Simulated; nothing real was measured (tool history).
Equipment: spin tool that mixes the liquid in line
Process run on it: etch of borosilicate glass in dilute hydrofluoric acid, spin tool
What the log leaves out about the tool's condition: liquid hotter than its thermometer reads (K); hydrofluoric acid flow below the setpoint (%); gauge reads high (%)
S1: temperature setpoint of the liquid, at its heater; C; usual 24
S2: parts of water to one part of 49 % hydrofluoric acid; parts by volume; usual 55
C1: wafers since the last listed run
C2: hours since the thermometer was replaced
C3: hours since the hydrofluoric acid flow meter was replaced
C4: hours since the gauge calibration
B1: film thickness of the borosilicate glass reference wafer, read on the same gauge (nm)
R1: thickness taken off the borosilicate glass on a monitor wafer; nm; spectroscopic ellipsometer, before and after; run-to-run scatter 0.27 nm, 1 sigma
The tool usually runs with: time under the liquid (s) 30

Run 1, hour 0: usual settings; C1 0; C2 1496.7; C3 1201.5; C4 192.4; B1 70.02. Result: R1 25.54 nm.
Run 2, hour 20.5: usual settings; C1 378; C2 1517.2; C3 1222; C4 212.9; B1 70.04. Result: R1 25.6 nm.
Run 3, hour 46.5: usual settings; C1 480; C2 1543.2; C3 1248; C4 238.9; B1 70.02. Result: R1 25.58 nm.
Run 4, hour 69: usual settings but S1 23 C; C1 415; C2 1565.7; C3 1270.5; C4 261.4; B1 70.02. Result: R1 24.65 nm.
Run 5, hour 91.8: usual settings but S1 23 C; C1 421; C2 1588.5; C3 1293.3; C4 284.2; B1 69.99. Result: R1 24.83 nm.
Run 6, hour 115.2: usual settings; C1 432; C2 1611.9; C3 1316.7; C4 307.6; B1 70. Result: R1 25.39 nm.
Run 7, hour 144.1: usual settings; C1 533; C2 1640.8; C3 1345.6; C4 336.5; B1 70.01. Result: R1 25.17 nm.
Run 8, hour 156.6: usual settings; C1 230; C2 1653.3; C3 1358.1; C4 349; B1 70.01. Result: R1 25.27 nm.
At hour 181.8: thermometer replaced.
Run 9, hour 189.7: usual settings; C1 592; C2 7.9; C3 1391.2; C4 382.1; B1 69.98. Result: R1 26.1 nm.
Run 10, hour 225.3: usual settings but S1 28.5 C, S2 30 parts by volume, time under the liquid (s) 45; C1 657; C2 43.5; C3 1426.8; C4 417.7; B1 70.01. Result: R1 86.87 nm.
Run 11, hour 244.7: usual settings but S1 26 C; C1 358; C2 62.9; C3 1446.2; C4 437.1; B1 70.01. Result: R1 27.7 nm.
Run 12, hour 273.3: usual settings but S1 26 C, S2 70 parts by volume, time under the liquid (s) 20; C1 528; C2 91.5; C3 1474.8; C4 465.7; B1 69.99. Result: R1 14.12 nm.
At hour 277.5: hydrofluoric acid flow meter replaced.
Run 13, hour 293.9: usual settings but time under the liquid (s) 20; C1 362; C2 112.1; C3 16.4; C4 486.3; B1 70. Result: R1 17.96 nm.
Run 14, hour 315.4: usual settings; C1 397; C2 133.6; C3 37.9; C4 507.8; B1 69.99. Result: R1 27.84 nm.
Run 15, hour 337.9: usual settings but S1 19 C, S2 35 parts by volume, time under the liquid (s) 15; C1 415; C2 156.1; C3 60.4; C4 530.3; B1 69.98. Result: R1 17.7 nm.
Run 16, hour 356: usual settings but S1 20 C, S2 30 parts by volume, time under the liquid (s) 15; C1 334; C2 174.2; C3 78.5; C4 548.4; B1 69.97. Result: R1 21.75 nm.
Run 17, hour 390.9: usual settings but S1 25.5 C, S2 30 parts by volume, time under the liquid (s) 20; C1 644; C2 209.1; C3 113.4; C4 583.3; B1 70.01. Result: R1 36.37 nm.
Run 18, hour 425.2: usual settings but S1 26 C, S2 45 parts by volume; C1 633; C2 243.4; C3 147.7; C4 617.6; B1 69.99. Result: R1 36.45 nm.
Run 19, hour 447.7: usual settings but time under the liquid (s) 45; C1 415; C2 265.9; C3 170.2; C4 640.1; B1 70. Result: R1 41.49 nm.
At hour 465.6: gauge calibrated.
Run 20, hour 543.5: usual settings but S1 26.5 C, S2 35 parts by volume, time under the liquid (s) 45; C1 1769; C2 361.7; C3 266; C4 77.9; B1 69.99. Result: R1 72.09 nm.
Run 21, hour 564: usual settings but time under the liquid (s) 20; C1 378; C2 382.2; C3 286.5; C4 98.4; B1 70.02. Result: R1 17.96 nm.
Run 22, hour 582.8: usual settings; C1 347; C2 401; C3 305.3; C4 117.2; B1 70.01. Result: R1 26.62 nm.
Run 23, hour 613.1: usual settings but S1 27.5 C; C1 559; C2 431.3; C3 335.6; C4 147.5; B1 70. Result: R1 30.98 nm.
Run 24, hour 639.3: usual settings; C1 483; C2 457.5; C3 361.8; C4 173.7; B1 69.98. Result: R1 27.24 nm.
Run 25, hour 667.6: usual settings but S1 26.5 C; C1 522; C2 485.8; C3 390.1; C4 202; B1 70. Result: R1 29.35 nm.
Run 26, hour 686.4: usual settings but S2 25 parts by volume, time under the liquid (s) 15; C1 347; C2 504.6; C3 408.9; C4 220.8; B1 70.01. Result: R1 30.27 nm.
Run 27, hour 712: usual settings; C1 472; C2 530.2; C3 434.5; C4 246.4; B1 70. Result: R1 26.3 nm.
Run 28, hour 735.5: usual settings but S1 21.5 C, S2 45 parts by volume, time under the liquid (s) 45; C1 434; C2 553.7; C3 458; C4 269.9; B1 70. Result: R1 45.5 nm.

Run 29, settings as shown, results not yet in. Your forecast:
Run 29, hour 765: usual settings but S1 27 C, S2 75 parts by volume, time under the liquid (s) 50; C1 544; C2 583.2; C3 487.5; C4 299.4; B1 ?. Result: R1 ?.

{"run 29": {"B1": 69.98, "R1": 35.45}}
On a tool with no hidden condition, and with the same random variation, this run would have come out at R1 36.53 nm.
